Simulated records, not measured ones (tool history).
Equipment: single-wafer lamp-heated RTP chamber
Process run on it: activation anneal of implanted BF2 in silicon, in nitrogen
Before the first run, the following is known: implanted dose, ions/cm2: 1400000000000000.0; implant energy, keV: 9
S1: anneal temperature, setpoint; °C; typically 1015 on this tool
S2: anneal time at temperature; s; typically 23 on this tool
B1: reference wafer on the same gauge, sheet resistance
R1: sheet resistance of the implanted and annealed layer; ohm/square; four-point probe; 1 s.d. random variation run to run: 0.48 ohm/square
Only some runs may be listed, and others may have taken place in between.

run	hour	S1	S2	B1	R1
1	0.0	1015	14	144.94	198.65
2	16.6	1015	14	144.98	198.73
3	32.6	1027	23	144.82	153.35
# hour 39.2: gauge calibrated
4	45.0	1027	23	144.82	152.28
5	52.9	1027	23	145.01	152.82
6	64.4	1035	23	144.95	145.44
7	76.0	1035	23	144.90	144.29
8	89.1	1038	30	144.91	134.64
9	97.9	1015	23	145.06	169.65
10	105.3	1024	23	144.95	156.63
11	119.4	1000	18	145.19	215.72
12	133.2	1000	18	145.05	215.78
# hour 152.6: reflector plate cleaned
13	153.1	1000	18	145.15	215.31
14	157.0	1002	23	144.89	195.72
15	168.3	1002	23	145.00	195.03
16	185.9	1015	23	144.85	168.61
17	197.5	1004	23	144.86	189.90
18	204.9	990	18	145.22	238.75
19	220.0	1015	23	144.83	168.53
20	236.3	1004	16	145.07	210.12
21	244.8	1029	11	145.07	180.76
22	256.2	993	36	145.14	189.32
23	264.6	1025	9	145.14	197.49
24	277.8	1043	32	145.18	127.94
# hour 298.2: pyrometer window cleaned and pyrometer calibrated
25	298.7	1024	17	144.82	171.33
26	312.0	1015	23	144.86	170.72
27	318.9	1015	14	145.01	198.85
28	332.7	1042	18	145.01	145.15
# hour 349.2: reflector plate cleaned
29	349.7	989	32	144.82	209.55
30	355.2	1015	23	145.03	170.32
31	364.1	1041	31	145.06	132.47
32	379.6	1015	10	144.94	217.26
33	392.8	1015	19	145.00	180.08
34	405.6	1004	15	145.05	218.13
35	414.5	1038	32	145.07	132.21
36	427.2	1044	23	144.93	136.21
37	436.5	1015	23	144.89	169.41
38	443.6	1015	23	144.96	168.94

State the hidden condition of the tool at each of the runs:
wafer temperature error from the tarnished reflector plate, K: 0 across all the runs
gauge reads high (%): 0 across all the runs
H1: true wafer temperature minus pyrometer reading, K
run	H1
1	0.0252
2	0.0409
3	0.0692
4	0.1
5	0.124
6	0.164
7	0.211
8	0.272
9	0.318
10	0.36
11	0.447
12	0.542
13	0.696
14	0.728
15	0.827
16	0.993
17	1.11
18	1.19
19	1.36
20	1.55
21	1.66
22	1.81
23	1.93
24	2.11
25	0.169
26	0.174
27	0.18
28	0.199
29	0.235
30	0.251
31	0.278
32	0.335
33	0.394
34	0.459
35	0.509
36	0.587
37	0.65
38	0.701
